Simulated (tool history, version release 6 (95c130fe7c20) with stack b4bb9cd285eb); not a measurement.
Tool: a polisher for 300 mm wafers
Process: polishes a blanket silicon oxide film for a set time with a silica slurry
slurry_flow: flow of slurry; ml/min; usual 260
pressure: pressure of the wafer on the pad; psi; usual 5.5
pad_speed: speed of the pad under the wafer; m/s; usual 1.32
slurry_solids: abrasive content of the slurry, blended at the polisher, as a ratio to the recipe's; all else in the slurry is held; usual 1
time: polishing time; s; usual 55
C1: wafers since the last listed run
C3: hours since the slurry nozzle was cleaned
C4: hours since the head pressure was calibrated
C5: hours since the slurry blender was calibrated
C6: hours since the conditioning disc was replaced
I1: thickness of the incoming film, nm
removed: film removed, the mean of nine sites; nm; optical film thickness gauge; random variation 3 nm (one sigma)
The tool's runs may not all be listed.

Run 1, hour 0: usual settings; C1 0; wafers polished on this pad 914; C3 448.9; C4 22.7; C5 264.1; C6 377.4; I1 759.1. Result: removed 202.6 nm.
At hour 22.4: slurry nozzle cleaned.
Run 2, hour 35.3: usual settings; C1 284; wafers polished on this pad 1199; C3 12.9; C4 58; C5 299.4; C6 412.7; I1 760.4. Result: removed 214.2 nm.
Run 3, hour 57.6: usual settings; C1 184; wafers polished on this pad 1384; C3 35.2; C4 80.3; C5 321.7; C6 435; I1 773.3. Result: removed 209 nm.
At hour 65.4: slurry blender recalibrated.
Run 4, hour 82.1: usual settings but slurry_flow 345 ml/min; C1 186; wafers polished on this pad 1571; C3 59.7; C4 104.8; C5 16.7; C6 459.5; I1 762.6. Result: removed 234.6 nm.
Run 5, hour 105.3: usual settings but pad_speed 1.06 m/s; C1 192; wafers polished on this pad 1763; C3 82.9; C4 128; C5 39.9; C6 482.7; I1 762.9. Result: removed 188.9 nm.
At hour 122.9: worn pad replaced by a new one.
Run 6, hour 139.6: usual settings but slurry_flow 350 ml/min, pressure 6.2 psi, slurry_solids 1.25; C1 251; wafers polished on this pad 138; C3 117.2; C4 162.3; C5 74.2; C6 517; I1 749.6. Result: removed 280.9 nm.
At hour 172.6: conditioning disc replaced and pad reconditioned.
Run 7, hour 188.9: usual settings; C1 392; wafers polished on this pad 530; C3 166.5; C4 211.6; C5 123.5; C6 16.3; I1 747.5. Result: removed 222.3 nm.
Run 8, hour 216.4: usual settings but slurry_flow 210 ml/min, time 71 s; C1 228; wafers polished on this pad 759; C3 194; C4 239.1; C5 151; C6 43.8; I1 770.9. Result: removed 280 nm.
Run 9, hour 230.6: usual settings but slurry_flow 325 ml/min, pressure 6 psi; C1 117; wafers polished on this pad 876; C3 208.2; C4 253.3; C5 165.2; C6 58; I1 761.2. Result: removed 245.1 nm.
Run 10, hour 244.5: usual settings; C1 115; wafers polished on this pad 992; C3 222.1; C4 267.2; C5 179.1; C6 71.9; I1 770.9. Result: removed 222.5 nm.
Run 11, hour 278.5: usual settings but slurry_flow 290 ml/min, pad_speed 1.52 m/s; C1 282; wafers polished on this pad 1274; C3 256.1; C4 301.2; C5 213.1; C6 105.9; I1 770.2. Result: removed 244.6 nm.
Run 12, hour 305.3: usual settings but pressure 6.7 psi, pad_speed 1.78 m/s, slurry_solids 0.7, time 38 s; C1 222; wafers polished on this pad 1496; C3 282.9; C4 328; C5 239.9; C6 132.7; I1 758.1. Result: removed 186 nm.
Run 13, hour 325: usual settings but slurry_solids 0.85; C1 163; wafers polished on this pad 1659; C3 302.6; C4 347.7; C5 259.6; C6 152.4; I1 745.6. Result: removed 198.8 nm.
Run 14, hour 340.6: usual settings; C1 129; wafers polished on this pad 1789; C3 318.2; C4 363.3; C5 275.2; C6 168; I1 769.8. Result: removed 214.8 nm.
At hour 370.8: worn pad replaced by a new one.
At hour 403.5: slurry blender recalibrated.
At hour 407: slurry nozzle cleaned.
Run 15, hour 413.6: usual settings but pressure 4.5 psi; C1 547; wafers polished on this pad 330; C3 6.6; C4 436.3; C5 10.1; C6 241; I1 770. Result: removed 193 nm.
Run 16, hour 445.2: usual settings but slurry_flow 335 ml/min; C1 262; wafers polished on this pad 592; C3 38.2; C4 467.9; C5 41.7; C6 272.6; I1 763.9. Result: removed 230.1 nm.
At hour 450.2: head pressure recalibrated.
Run 17, hour 542.9: usual settings but slurry_flow 205 ml/min; C1 793; wafers polished on this pad 1386; C3 135.9; C4 92.7; C5 139.4; C6 370.3; I1 762.8. Result: removed 215.7 nm.
Run 18, hour 556.4: usual settings; C1 111; wafers polished on this pad 1498; C3 149.4; C4 106.2; C5 152.9; C6 383.8; I1 761.8. Result: removed 227.8 nm.
Run 19, hour 589.4: usual settings but slurry_flow 310 ml/min, pressure 4.4 psi, slurry_solids 0.7, time 39 s; C1 273; wafers polished on this pad 1772; C3 182.4; C4 139.2; C5 185.9; C6 416.8; I1 769.1. Result: removed 109.4 nm.
Run 20, hour 610: usual settings but time 72 s; C1 170; wafers polished on this pad 1943; C3 203; C4 159.8; C5 206.5; C6 437.4; I1 763.3. Result: removed 281.9 nm.
Run 21, hour 630.8: usual settings but slurry_flow 210 ml/min; C1 172; wafers polished on this pad 2115; C3 223.8; C4 180.6; C5 227.3; C6 458.2; I1 751.2. Result: removed 217.7 nm.
At hour 644: worn pad replaced by a new one.
At hour 663.3: slurry blender recalibrated.
Run 22, hour 663.8: usual settings; C1 223; wafers polished on this pad 147; C3 256.8; C4 213.6; C5 0.5; C6 491.2; I1 758.5. Result: removed 225.3 nm.
Run 23, hour 678.6: usual settings; C1 122; wafers polished on this pad 270; C3 271.6; C4 228.4; C5 15.3; C6 506; I1 756. Result: removed 223.2 nm.
Run 24, hour 695.5: usual settings but pad_speed 0.98 m/s, slurry_solids 1.1; C1 140; wafers polished on this pad 410; C3 288.5; C4 245.3; C5 32.2; C6 522.9; I1 760. Result: removed 183.9 nm.
At hour 715.4: conditioning disc replaced and pad reconditioned.
Run 25, hour 721.6: usual settings but slurry_flow 330 ml/min; C1 199; wafers polished on this pad 610; C3 314.6; C4 271.4; C5 58.3; C6 6.2; I1 763.5. Result: removed 231 nm.
Run 26, hour 756.2: usual settings but pressure 6.3 psi, slurry_solids 1.15; C1 287; wafers polished on this pad 897; C3 349.2; C4 306; C5 92.9; C6 40.8; I1 761. Result: removed 267.3 nm.

Forecast each of these 3 alternatives for the next run:
Run A, hour 756.6: usual settings; C1 3; wafers polished on this pad 900; C3 349.6; C4 306.4; C5 93.3; C6 41.2; I1 773.1. Result: removed ?.
Run B, hour 756.6: usual settings but slurry_solids 1.2; C1 3; wafers polished on this pad 900; C3 349.6; C4 306.4; C5 93.3; C6 41.2; I1 773.1. Result: removed ?.
Run C, hour 756.6: usual settings but pad_speed 1.1 m/s, slurry_solids 1.1; C1 3; wafers polished on this pad 900; C3 349.6; C4 306.4; C5 93.3; C6 41.2; I1 773.1. Result: removed ?.

run  removed
  A    221.2
  B    238.7
  C    199.1
Without the tool's hidden state the same runs would have given:
run  removed
  A    231.6
  B    249.6
  C    208.3
